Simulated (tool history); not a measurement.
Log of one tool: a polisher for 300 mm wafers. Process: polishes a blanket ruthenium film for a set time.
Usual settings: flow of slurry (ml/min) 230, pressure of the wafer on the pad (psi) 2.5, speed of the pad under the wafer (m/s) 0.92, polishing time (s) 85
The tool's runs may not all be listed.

| run | day | flow of slurry (ml/min) | pressure of the wafer on the pad (psi) | speed of the pad under the wafer (m/s) | polishing time (s) | incoming thickness of the incoming film, nm | film removed (angstrom) |
|---|---|---|---|---|---|---|---|
| 1 | 0 | 280 | 2.5 | 0.92 | 85 | 627.9 | 1053 |
| 2 | 0.996 | 280 | 2.5 | 0.92 | 85 | 640 | 1023 |
| 3 | 1.775 | 280 | 2.5 | 0.92 | 85 | 644.9 | 1041 |
| 4 | 2.362 | 230 | 1.9 | 0.92 | 85 | 645.4 | 804 |
| 5 | 3.562 | 230 | 2.5 | 0.92 | 85 | 636.9 | 1027 |
|  | 4.112 | worn pad replaced by a new one |
| 6 | 4.658 | 230 | 2.5 | 0.92 | 85 | 640.9 | 996 |
| 7 | 5.617 | 230 | 3.2 | 0.7 | 85 | 641.3 | 1016 |
| 8 | 6.7 | 230 | 3.2 | 0.7 | 85 | 646.6 | 1026 |
| 9 | 8.058 | 230 | 2.5 | 0.68 | 85 | 638.2 | 800 |
| 10 | 8.779 | 230 | 2.5 | 0.92 | 85 | 630.4 | 994 |
| 11 | 9.438 | 230 | 2.5 | 0.92 | 85 | 633.7 | 1003 |
|  | 10.288 | worn pad replaced by a new one |
| 12 | 10.629 | 230 | 2.5 | 1.08 | 95 | 647.9 | 1278 |
| 13 | 11.212 | 230 | 2.5 | 0.92 | 85 | 641.1 | 997 |
| 14 | 11.938 | 230 | 2.5 | 0.92 | 85 | 642.3 | 988 |
|  | 11.992 | slurry nozzle cleaned |
| 15 | 12.933 | 275 | 2.5 | 0.92 | 85 | 643.8 | 1076 |
| 16 | 14.288 | 305 | 3.1 | 0.92 | 66 | 630.8 | 1015 |
| 17 | 15.488 | 205 | 3.2 | 1.08 | 94 | 635.9 | 1630 |
|  | 16.162 | worn pad replaced by a new one |
| 18 | 16.183 | 160 | 3 | 0.84 | 85 | 639.9 | 1118 |
|  | 17.192 | head pressure recalibrated |
| 19 | 17.596 | 230 | 2.5 | 1.1 | 99 | 634.6 | 1384 |
| 20 | 18.317 | 230 | 1.9 | 0.76 | 72 | 633.5 | 624 |
| 21 | 19.729 | 230 | 2.1 | 0.92 | 85 | 639.4 | 894 |
| 22 | 20.862 | 230 | 2.5 | 0.92 | 85 | 640.8 | 1048 |
|  | 21.775 | worn pad replaced by a new one |
| 23 | 22.179 | 185 | 2.2 | 1.1 | 110 | 639.6 | 1360 |
| 24 | 23.512 | 230 | 2.5 | 0.92 | 85 | 638.5 | 1037 |
| 25 | 24.554 | 230 | 2.5 | 0.92 | 85 | 631.6 | 1038 |
| 26 | 25.183 | 230 | 2.5 | 0.92 | 60 | 639.2 | 731 |
| 27 | 25.867 | 180 | 3.3 | 1.2 | 85 | 638.1 | 1605 |
| 28 | 26.6 | 155 | 2.5 | 0.92 | 85 | 654.8 | 999 |
|  | 26.983 | worn pad replaced by a new one |
| 29 | 27.233 | 195 | 2.2 | 1.16 | 64 | 633.4 | 817 |

Forecast each of these 5 alternatives for the next run:
| A | 27.25 | 230 | 1.8 | 0.92 | 85 | 641.4 | ? |
| B | 27.25 | 295 | 1.7 | 0.74 | 95 | 641.4 | ? |
| C | 27.25 | 155 | 3.1 | 0.74 | 85 | 641.4 | ? |
| D | 27.25 | 260 | 2.7 | 0.64 | 85 | 641.4 | ? |
| E | 27.25 | 170 | 2.3 | 0.78 | 110 | 641.4 | ? |

| run | film removed (angstrom) |
|---|---|
| A | 805 |
| B | 755 |
| C | 1022 |
| D | 883 |
| E | 1080 |
Without the tool's hidden state the same runs would have given:
| run | film removed (angstrom) |
|---|---|
| A | 823 |
| B | 768 |
| C | 1054 |
| D | 900 |
| E | 1111 |
